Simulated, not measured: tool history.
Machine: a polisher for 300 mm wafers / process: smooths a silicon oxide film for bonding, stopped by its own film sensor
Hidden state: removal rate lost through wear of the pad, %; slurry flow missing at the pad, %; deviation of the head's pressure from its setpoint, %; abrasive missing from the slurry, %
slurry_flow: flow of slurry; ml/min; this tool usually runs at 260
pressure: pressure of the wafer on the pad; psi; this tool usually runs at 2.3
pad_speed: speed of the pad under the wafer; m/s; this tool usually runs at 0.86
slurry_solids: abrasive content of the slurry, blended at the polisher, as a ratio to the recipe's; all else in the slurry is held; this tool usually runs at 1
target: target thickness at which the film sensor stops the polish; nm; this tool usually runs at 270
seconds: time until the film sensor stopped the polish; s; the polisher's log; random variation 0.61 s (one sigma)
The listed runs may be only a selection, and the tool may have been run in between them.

run,day,slurry_flow,pressure,pad_speed,slurry_solids,target,wafers since the last listed run,wafers polished on this pad,hours since the slurry nozzle was cleaned,hours since the head pressure was calibrated,hours since the slurry blender was calibrated,"incoming thickness of the incoming film, nm",seconds
1,0,260,2.3,0.86,1,270,0,988,261.1,376.1,200.6,319.2,65.8
# day 0.575: worn pad replaced by a new one
2,0.596,260,2.3,0.86,1,270,58,2,275.4,390.4,214.9,321.2,68.8
3,1.15,260,2.3,0.86,1,270,75,77,288.7,403.7,228.2,319.3,65.5
4,1.583,260,2.3,0.86,1,270,58,136,299.1,414.1,238.6,324.4,73.1
5,2.183,315,2.3,0.86,1,270,81,217,313.5,428.5,253,317.5,63.4
6,2.712,260,2.3,0.86,1,270,71,289,326.2,441.2,265.7,320,67.8
7,3.071,260,2.3,0.86,1,270,48,338,334.8,449.8,274.3,322.2,70.3
8,3.454,260,2.5,0.86,1,270,51,390,344,459,283.5,320,61.2
# day 4.388: slurry nozzle cleaned
9,5.167,260,2.3,0.86,1,270,226,616,18.7,500.1,324.6,325.8,75.4
# day 5.942: head pressure recalibrated
10,5.962,260,2.3,0.86,1,270,96,713,37.8,0.5,343.7,322,70
# day 7.021: slurry blender recalibrated
11,8.096,260,2.3,0.86,1,270,277,991,89,51.7,25.8,320.5,64.9
12,8.558,260,2.3,0.86,1,270,62,1053,100.1,62.8,36.9,318.3,63
13,9.125,200,2,0.7,1,254,76,1130,113.7,76.4,50.5,324.1,125.5
14,9.417,230,3.1,0.86,1,270,39,1170,120.7,83.4,57.5,320.3,48.5
# day 9.842: worn pad replaced by a new one, of another model than before
15,10.025,325,2.3,1.16,1.1,270,59,25,135.3,98,72.1,321.1,54.4
16,10.283,260,2.3,0.86,1,270,35,60,141.5,104.2,78.3,318.4,63.9
17,10.958,310,2.6,0.6,1,283,91,151,157.7,120.4,94.5,317.6,48.3
18,11.429,340,2.3,0.72,1.15,277,63,215,169,131.7,105.8,315.6,51.2
19,12.146,260,2.3,0.58,1.15,270,97,312,186.2,148.9,123,315.9,67.8
20,12.854,300,2.8,0.86,1,270,96,408,203.2,165.9,140,321.7,58.4
21,13.5,180,2.3,0.7,1.25,252,87,496,218.7,181.4,155.5,321.4,92.1
22,14.062,185,2.3,0.76,1.1,286,76,572,232.2,194.9,169,314.3,38.2

3 ways to go on from here, each from the tool as it stands after run 22. What would each give?
A,14.079,260,2.3,0.86,0.8,270,2,574,232.6,195.3,169.4,324.1,?
B,14.079,260,3,0.86,1,270,2,574,232.6,195.3,169.4,324.1,?
C,14.079,260,1.6,1.08,1,270,2,574,232.6,195.3,169.4,324.1,?

run,seconds
A,80.2
B,58
C,82.7
Stripped of hidden state, with their random variation kept, the same runs would have yielded:
run,seconds
A,77.2
B,56
C,79.9
